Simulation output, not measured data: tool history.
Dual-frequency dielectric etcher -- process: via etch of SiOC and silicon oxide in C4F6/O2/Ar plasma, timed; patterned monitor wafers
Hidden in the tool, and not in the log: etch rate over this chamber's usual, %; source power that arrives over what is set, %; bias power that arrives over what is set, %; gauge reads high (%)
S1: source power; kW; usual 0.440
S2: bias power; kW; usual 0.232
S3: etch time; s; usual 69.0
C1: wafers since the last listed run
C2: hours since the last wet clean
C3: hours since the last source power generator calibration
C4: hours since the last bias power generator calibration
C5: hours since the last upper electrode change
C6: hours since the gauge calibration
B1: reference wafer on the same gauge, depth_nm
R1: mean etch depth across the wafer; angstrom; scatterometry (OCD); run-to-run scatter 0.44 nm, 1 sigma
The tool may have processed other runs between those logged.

run	day	S1	S2	S3	C1	C2	C3	C4	C5	C6	B1	R1
1	0.000	0.370	0.277	69.0	0	490.3	132.4	31.6	2345.2	1620.7	94.7	1000
2	2.633	0.370	0.277	69.0	830	553.5	195.6	94.8	2408.4	1683.9	94.6	1012
3	4.933	0.440	0.232	53.5	725	608.7	250.8	150.0	2463.6	1739.1	94.7	750
# day 5.996: wet clean of the chamber
4	7.079	0.440	0.232	53.5	361	26.0	302.3	201.5	2515.1	1790.6	94.7	740
5	8.704	0.440	0.232	53.5	512	65.0	341.3	240.5	2554.1	1829.6	94.6	736
6	17.904	0.440	0.232	69.0	2901	285.8	562.1	461.3	2774.9	2050.4	94.7	948
7	20.408	0.440	0.188	88.0	789	345.9	622.2	521.4	2835.0	2110.5	94.6	1101
# day 23.504: upper electrode replaced
8	24.646	0.440	0.272	69.0	1021	447.6	723.9	623.1	27.4	2212.2	94.8	1047
9	26.750	0.380	0.279	87.5	663	498.1	774.4	673.6	77.9	2262.7	94.7	1297
10	28.346	0.440	0.232	69.0	503	536.4	812.7	711.9	116.2	2301.0	94.7	968
11	31.921	0.520	0.251	78.5	1127	622.2	898.5	797.7	202.0	2386.8	94.8	1196
# day 34.879: wet clean of the chamber
12	34.900	0.440	0.232	69.0	624	0.5	970.0	869.2	273.5	2458.3	94.7	948
13	37.904	0.440	0.232	69.0	947	72.6	1042.1	941.3	345.6	2530.4	94.8	944
14	40.808	0.440	0.232	69.0	915	142.3	1111.8	1011.0	415.3	2600.1	94.7	954
15	43.217	0.440	0.232	69.0	759	200.1	1169.6	1068.8	473.1	2657.9	94.8	961
16	46.167	0.440	0.232	89.0	930	270.9	1240.4	1139.6	543.9	2728.7	94.7	1236
# day 50.512: gauge calibrated
17	50.512	0.440	0.232	69.0	1370	375.2	1344.7	1243.9	648.2	0.0	94.8	956
18	53.354	0.440	0.232	63.0	896	443.4	1412.9	1312.1	716.4	68.2	94.6	884
19	55.808	0.350	0.181	55.0	774	502.3	1471.8	1371.0	775.3	127.1	94.7	635
# day 60.050: wet clean of the chamber
20	60.071	0.440	0.232	69.0	1028	0.5	1574.1	1473.3	877.6	229.4	94.5	945
21	64.300	0.380	0.232	69.0	1333	102.0	1675.6	1574.8	979.1	330.9	94.6	918
22	66.562	0.440	0.232	58.5	713	156.3	1729.9	1629.1	1033.4	385.2	94.8	807
23	70.683	0.440	0.215	69.0	1299	255.2	1828.8	1728.0	1132.3	484.1	94.7	920
24	73.325	0.440	0.232	81.0	833	318.6	1892.2	1791.4	1195.7	547.5	94.7	1115
25	77.767	0.440	0.266	75.0	1400	425.2	1998.8	1898.0	1302.3	654.1	94.7	1120
26	80.238	0.440	0.271	69.0	779	484.5	2058.1	1957.3	1361.6	713.4	94.6	1044
27	83.558	0.440	0.232	69.0	1047	564.2	2137.8	2037.0	1441.3	793.1	94.7	965
# day 85.538: wet clean of the chamber
28	86.596	0.440	0.262	51.5	642	25.4	2210.7	2109.9	1514.2	866.0	94.7	753
29	89.725	0.440	0.262	81.0	986	100.5	2285.8	2185.0	1589.3	941.1	94.7	1183

Predict each of these 4 candidate next runs independently; none follows another, all start after run 29:
A	89.742	0.440	0.232	57.5	5	100.9	2286.2	2185.4	1589.7	941.5	?	?
B	89.742	0.410	0.198	69.0	5	100.9	2286.2	2185.4	1589.7	941.5	?	?
C	89.742	0.470	0.202	61.5	5	100.9	2286.2	2185.4	1589.7	941.5	?	?
D	89.742	0.350	0.213	59.5	5	100.9	2286.2	2185.4	1589.7	941.5	?	?

run	B1	R1
A	94.6	790
B	94.6	857
C	94.6	799
D	94.6	740
With the hidden condition removed and each run's random variation left untouched, the same runs would have given:
run	R1
A	788
B	855
C	797
D	738
